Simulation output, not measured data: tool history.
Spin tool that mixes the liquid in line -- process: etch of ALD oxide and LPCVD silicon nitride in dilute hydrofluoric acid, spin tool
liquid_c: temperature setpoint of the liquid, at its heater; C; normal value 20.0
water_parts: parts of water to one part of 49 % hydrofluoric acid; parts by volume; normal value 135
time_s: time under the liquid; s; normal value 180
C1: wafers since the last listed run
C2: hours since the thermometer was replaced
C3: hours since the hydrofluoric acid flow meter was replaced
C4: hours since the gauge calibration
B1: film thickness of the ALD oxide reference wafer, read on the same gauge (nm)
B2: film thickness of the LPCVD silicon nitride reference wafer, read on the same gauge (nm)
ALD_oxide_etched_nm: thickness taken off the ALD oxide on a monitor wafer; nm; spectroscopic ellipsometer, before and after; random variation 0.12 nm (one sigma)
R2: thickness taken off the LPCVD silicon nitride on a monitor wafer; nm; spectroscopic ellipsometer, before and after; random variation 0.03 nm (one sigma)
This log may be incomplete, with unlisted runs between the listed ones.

Run 1, hour 0.0: usual settings but water_parts 170 parts by volume; C1 0; C2 429.8; C3 253.6; C4 618.3; B1 149.99; B2 49.987. Result: ALD_oxide_etched_nm 15.12 nm, R2 0.384 nm.
Run 2, hour 30.3: usual settings but water_parts 170 parts by volume; C1 278; C2 460.1; C3 283.9; C4 648.6; B1 150.02; B2 49.986. Result: ALD_oxide_etched_nm 15.06 nm, R2 0.335 nm.
Run 3, hour 64.6: usual settings; C1 315; C2 494.4; C3 318.2; C4 682.9; B1 150.01; B2 50.007. Result: ALD_oxide_etched_nm 19.71 nm, R2 0.436 nm.
Run 4, hour 134.7: usual settings; C1 643; C2 564.5; C3 388.3; C4 753.0; B1 150.02; B2 49.999. Result: ALD_oxide_etched_nm 19.96 nm, R2 0.487 nm.
Run 5, hour 170.3: usual settings; C1 326; C2 600.1; C3 423.9; C4 788.6; B1 150.03; B2 49.998. Result: ALD_oxide_etched_nm 20.09 nm, R2 0.530 nm.
Run 6, hour 194.2: usual settings; C1 219; C2 624.0; C3 447.8; C4 812.5; B1 149.99; B2 50.001. Result: ALD_oxide_etched_nm 19.80 nm, R2 0.418 nm.
Run 7, hour 216.1: usual settings but water_parts 190 parts by volume; C1 201; C2 645.9; C3 469.7; C4 834.4; B1 150.00; B2 50.006. Result: ALD_oxide_etched_nm 13.39 nm, R2 0.323 nm.
Run 8, hour 234.4: usual settings but liquid_c 17.0 C; C1 168; C2 664.2; C3 488.0; C4 852.7; B1 149.99; B2 50.005. Result: ALD_oxide_etched_nm 17.82 nm, R2 0.415 nm.
Run 9, hour 247.4: usual settings; C1 119; C2 677.2; C3 501.0; C4 865.7; B1 150.01; B2 50.014. Result: ALD_oxide_etched_nm 20.06 nm, R2 0.463 nm.
Run 10, hour 282.6: usual settings; C1 323; C2 712.4; C3 536.2; C4 900.9; B1 149.99; B2 50.000. Result: ALD_oxide_etched_nm 19.97 nm, R2 0.522 nm.
At hour 299.2: hydrofluoric acid flow meter replaced.
Run 11, hour 299.7: usual settings but water_parts 105 parts by volume; C1 147; C2 729.5; C3 0.5; C4 918.0; B1 150.00; B2 49.987. Result: ALD_oxide_etched_nm 26.88 nm, R2 0.609 nm.
Run 12, hour 335.2: usual settings but liquid_c 22.0 C; C1 326; C2 765.0; C3 36.0; C4 953.5; B1 149.98; B2 49.985. Result: ALD_oxide_etched_nm 21.94 nm, R2 0.546 nm.
Run 13, hour 376.6: usual settings but liquid_c 18.0 C, time_s 90 s; C1 380; C2 806.4; C3 77.4; C4 994.9; B1 150.01; B2 49.994. Result: ALD_oxide_etched_nm 9.41 nm, R2 0.202 nm.
At hour 383.7: gauge calibrated.
Run 14, hour 405.9: usual settings but liquid_c 22.5 C, time_s 285 s; C1 269; C2 835.7; C3 106.7; C4 22.2; B1 150.01; B2 49.995. Result: ALD_oxide_etched_nm 35.57 nm, R2 0.896 nm.
Run 15, hour 432.9: usual settings; C1 247; C2 862.7; C3 133.7; C4 49.2; B1 149.97; B2 50.003. Result: ALD_oxide_etched_nm 20.14 nm, R2 0.519 nm.
At hour 435.7: thermometer replaced.
Run 16, hour 463.5: usual settings; C1 271; C2 27.8; C3 164.3; C4 79.8; B1 150.00; B2 50.003. Result: ALD_oxide_etched_nm 19.17 nm, R2 0.451 nm.
Run 17, hour 476.5: usual settings; C1 119; C2 40.8; C3 177.3; C4 92.8; B1 149.98; B2 50.005. Result: ALD_oxide_etched_nm 19.10 nm, R2 0.477 nm.
Run 18, hour 502.5: usual settings; C1 238; C2 66.8; C3 203.3; C4 118.8; B1 150.01; B2 50.007. Result: ALD_oxide_etched_nm 19.03 nm, R2 0.460 nm.
Run 19, hour 592.2: usual settings but liquid_c 17.5 C, water_parts 185 parts by volume, time_s 280 s; C1 823; C2 156.5; C3 293.0; C4 208.5; B1 149.99; B2 50.003. Result: ALD_oxide_etched_nm 18.73 nm, R2 0.470 nm.
Run 20, hour 609.3: usual settings but liquid_c 24.5 C; C1 157; C2 173.6; C3 310.1; C4 225.6; B1 150.01; B2 50.011. Result: ALD_oxide_etched_nm 23.09 nm, R2 0.646 nm.
Run 21, hour 633.0: usual settings but liquid_c 24.5 C, water_parts 85 parts by volume, time_s 285 s; C1 217; C2 197.3; C3 333.8; C4 249.3; B1 150.00; B2 50.010. Result: ALD_oxide_etched_nm 61.85 nm, R2 1.656 nm.
Run 22, hour 646.3: usual settings but liquid_c 18.5 C; C1 122; C2 210.6; C3 347.1; C4 262.6; B1 150.01; B2 49.993. Result: ALD_oxide_etched_nm 18.14 nm, R2 0.419 nm.
Run 23, hour 678.0: usual settings but water_parts 70 parts by volume, time_s 110 s; C1 291; C2 242.3; C3 378.8; C4 294.3; B1 149.99; B2 49.990. Result: ALD_oxide_etched_nm 24.59 nm, R2 0.543 nm.
Run 24, hour 709.8: usual settings but liquid_c 22.5 C; C1 292; C2 274.1; C3 410.6; C4 326.1; B1 150.02; B2 50.015. Result: ALD_oxide_etched_nm 21.22 nm, R2 0.551 nm.
Run 25, hour 737.3: usual settings but water_parts 90 parts by volume; C1 252; C2 301.6; C3 438.1; C4 353.6; B1 149.98; B2 50.011. Result: ALD_oxide_etched_nm 30.67 nm, R2 0.689 nm.
Run 26, hour 754.4: usual settings but liquid_c 23.0 C, water_parts 190 parts by volume; C1 157; C2 318.7; C3 455.2; C4 370.7; B1 149.99; B2 50.008. Result: ALD_oxide_etched_nm 14.63 nm, R2 0.379 nm.

For each run, what was the tool's unlogged condition?
hydrofluoric acid flow below the setpoint (%): 0 at every run
gauge reads high (%): 0 at every run
H1: liquid hotter than its thermometer reads (K)
run      H1
  1   0.825
  2   0.875
  3   0.932
  4    1.05
  5    1.11
  6    1.15
  7    1.18
  8    1.21
  9    1.23
 10    1.29
 11    1.32
 12    1.38
 13    1.45
 14     1.5
 15    1.54
 16  0.0797
 17   0.101
 18   0.144
 19   0.292
 20    0.32
 21   0.359
 22   0.381
 23   0.434
 24   0.486
 25   0.532
 26    0.56
